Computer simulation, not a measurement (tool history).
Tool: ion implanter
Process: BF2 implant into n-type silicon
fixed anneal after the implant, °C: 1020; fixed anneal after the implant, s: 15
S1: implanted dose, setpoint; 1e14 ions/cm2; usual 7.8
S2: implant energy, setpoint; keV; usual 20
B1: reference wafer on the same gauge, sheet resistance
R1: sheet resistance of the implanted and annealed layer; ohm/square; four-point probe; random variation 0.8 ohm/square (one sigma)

| run | hour | S1 | S2 | B1 | R1 |
|---|---|---|---|---|---|
| 1 | 0 | 7.8 | 24 | 214.63 | 172.04 |
|  | 21.3 | gauge calibrated |
| 2 | 70.6 | 7.8 | 24 | 220.55 | 176.83 |
| 3 | 102.7 | 7.8 | 20 | 220.49 | 186.48 |
| 4 | 181.4 | 7.8 | 20 | 220.13 | 187.68 |
| 5 | 216.4 | 7.8 | 20 | 220 | 187.12 |
| 6 | 277.7 | 7.8 | 20 | 219.52 | 186.76 |
| 7 | 332.4 | 8.27 | 17 | 219.19 | 190.38 |
| 8 | 385.7 | 7.8 | 24 | 218.52 | 176.69 |
|  | 400.1 | Faraday cup replaced and dose calibrated |
|  | 400.7 | extraction supply calibrated |
| 9 | 409.7 | 8.6 | 22.5 | 218.27 | 170.89 |
| 10 | 461.5 | 9.21 | 14 | 217.4 | 196.28 |
| 11 | 503.5 | 6.54 | 16 | 217.04 | 217.84 |
|  | 541 | gauge calibrated |
| 12 | 564.7 | 9.75 | 20 | 221.37 | 169.92 |
| 13 | 627.6 | 7.8 | 18 | 220.9 | 195.27 |
| 14 | 653.7 | 7.8 | 14 | 221.05 | 210.96 |
| 15 | 713.6 | 7.8 | 20 | 220.73 | 188.48 |

What the log doesn't show, run by run:
deviation of the true dose from the Faraday cup's reading, %: 0 in every run
deviation of the true energy from its setpoint, %: 0 in every run
H1: gauge reads high (%)
| run | H1 |
|---|---|
| 1 | -2.84 |
| 2 | -0.194 |
| 3 | -0.224 |
| 4 | -0.357 |
| 5 | -0.444 |
| 6 | -0.637 |
| 7 | -0.855 |
| 8 | -1.11 |
| 9 | -1.23 |
| 10 | -1.53 |
| 11 | -1.81 |
| 12 | 0.079 |
| 13 | 0.0305 |
| 14 | -0.00596 |
| 15 | -0.126 |

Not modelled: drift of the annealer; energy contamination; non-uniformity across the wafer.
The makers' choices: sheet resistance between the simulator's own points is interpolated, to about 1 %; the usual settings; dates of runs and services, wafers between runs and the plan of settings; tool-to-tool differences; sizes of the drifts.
